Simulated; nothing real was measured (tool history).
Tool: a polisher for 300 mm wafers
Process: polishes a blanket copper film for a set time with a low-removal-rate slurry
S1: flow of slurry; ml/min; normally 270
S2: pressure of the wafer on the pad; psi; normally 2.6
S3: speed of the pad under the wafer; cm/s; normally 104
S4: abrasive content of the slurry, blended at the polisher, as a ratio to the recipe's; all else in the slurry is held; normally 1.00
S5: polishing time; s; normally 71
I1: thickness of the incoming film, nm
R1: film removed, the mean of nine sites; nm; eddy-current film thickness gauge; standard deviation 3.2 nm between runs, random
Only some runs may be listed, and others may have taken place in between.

run,hour,S1,S2,S3,S4,S5,I1,R1
1,0.0,270,2.6,132,1.00,71,753.7,319.1
# hour 14.6: worn pad replaced by a new one
2,28.7,270,2.6,132,1.00,71,748.9,317.4
3,57.6,270,2.6,104,1.00,71,757.3,251.0
4,78.8,270,2.6,104,1.00,71,766.3,256.4
5,96.0,270,2.6,104,1.00,89,759.4,322.4
6,126.0,270,2.6,104,1.00,89,755.6,316.1
7,147.2,270,2.6,104,1.00,89,772.8,321.8
# hour 165.5: worn pad replaced by a new one
8,167.0,270,2.6,104,1.00,71,765.7,251.7
9,262.1,270,2.6,104,1.00,71,745.6,250.4
10,286.0,270,2.6,104,1.00,71,770.3,259.8
# hour 298.0: worn pad replaced by a new one
11,301.3,270,2.6,104,1.00,71,745.6,255.5
# hour 312.5: slurry nozzle cleaned
# hour 350.6: head pressure recalibrated
# hour 365.8: slurry blender recalibrated
12,397.4,270,2.6,104,1.00,71,766.9,230.5
13,419.8,270,2.6,104,1.00,71,754.7,234.4
# hour 426.2: worn pad replaced by a new one
14,440.7,270,2.6,138,0.75,71,757.9,282.6
15,456.5,195,3.4,104,1.25,50,756.1,223.4
16,485.8,270,2.0,104,1.20,71,753.5,188.5
17,514.9,305,2.6,84,0.90,48,757.5,127.1
18,537.2,330,2.6,116,0.70,71,775.2,238.8
# hour 556.5: worn pad replaced by a new one
19,557.4,270,2.6,104,1.00,71,766.4,237.2
20,585.2,270,2.9,134,1.30,71,758.9,370.0
21,613.5,270,2.2,104,1.00,86,767.1,234.8

Expected results for the next run?
22,628.4,270,3.3,104,1.00,71,762.2,?

Run 22 yielded R1 296.8 nm.
The same run, on a tool lacking any hidden state, would have yielded R1 288.0 nm.

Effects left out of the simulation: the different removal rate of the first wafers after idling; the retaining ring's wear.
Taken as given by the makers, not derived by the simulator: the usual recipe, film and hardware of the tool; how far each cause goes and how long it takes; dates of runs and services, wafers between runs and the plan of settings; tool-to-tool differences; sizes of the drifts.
